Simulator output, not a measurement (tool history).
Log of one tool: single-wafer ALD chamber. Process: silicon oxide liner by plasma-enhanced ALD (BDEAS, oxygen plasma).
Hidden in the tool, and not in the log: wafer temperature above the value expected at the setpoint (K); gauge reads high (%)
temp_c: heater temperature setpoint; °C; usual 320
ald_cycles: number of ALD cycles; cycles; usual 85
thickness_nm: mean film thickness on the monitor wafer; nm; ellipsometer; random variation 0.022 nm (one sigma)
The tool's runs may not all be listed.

run,hour,temp_c,ald_cycles,wafers since the last listed run,hours since the last thermocouple change,hours since the gauge calibration,"read-back reference wafer on the same gauge, thickness_nm",thickness_nm
1,0.0,320,85,0,900.4,434.1,9.272,8.606
2,33.6,320,85,148,934.0,467.7,9.279,8.596
3,56.9,320,85,102,957.3,491.0,9.276,8.619
4,144.7,320,85,386,1045.1,578.8,9.272,8.633
5,161.4,320,85,73,1061.8,595.5,9.262,8.597
6,180.7,320,85,85,1081.1,614.8,9.258,8.620
7,279.3,320,85,434,1179.7,713.4,9.248,8.589
8,308.9,320,85,130,1209.3,743.0,9.243,8.608
9,343.0,320,85,150,1243.4,777.1,9.246,8.568
10,370.8,320,92,122,1271.2,804.9,9.243,9.259
11,398.4,320,85,121,1298.8,832.5,9.235,8.583
12,420.6,320,85,97,1321.0,854.7,9.236,8.568
13,437.9,320,98,76,1338.3,872.0,9.231,9.858
# hour 495.1: thermocouple changed; heater temperature recalibrated
14,511.3,320,85,288,16.2,945.4,9.213,8.543
15,536.3,320,85,110,41.2,970.4,9.210,8.554
16,556.2,320,96,87,61.1,990.3,9.218,9.671
17,584.6,320,85,125,89.5,1018.7,9.202,8.567
18,597.8,329,100,58,102.7,1031.9,9.198,9.957

Run 19 comes next. What will it give?
19,630.9,328,68,145,135.8,1065.0,?,?

{"run 19": {"read-back reference wafer on the same gauge, thickness_nm": 9.191, "thickness_nm": 6.767}}
Without the tool's hidden state the same run would have given thickness_nm 6.829 nm.

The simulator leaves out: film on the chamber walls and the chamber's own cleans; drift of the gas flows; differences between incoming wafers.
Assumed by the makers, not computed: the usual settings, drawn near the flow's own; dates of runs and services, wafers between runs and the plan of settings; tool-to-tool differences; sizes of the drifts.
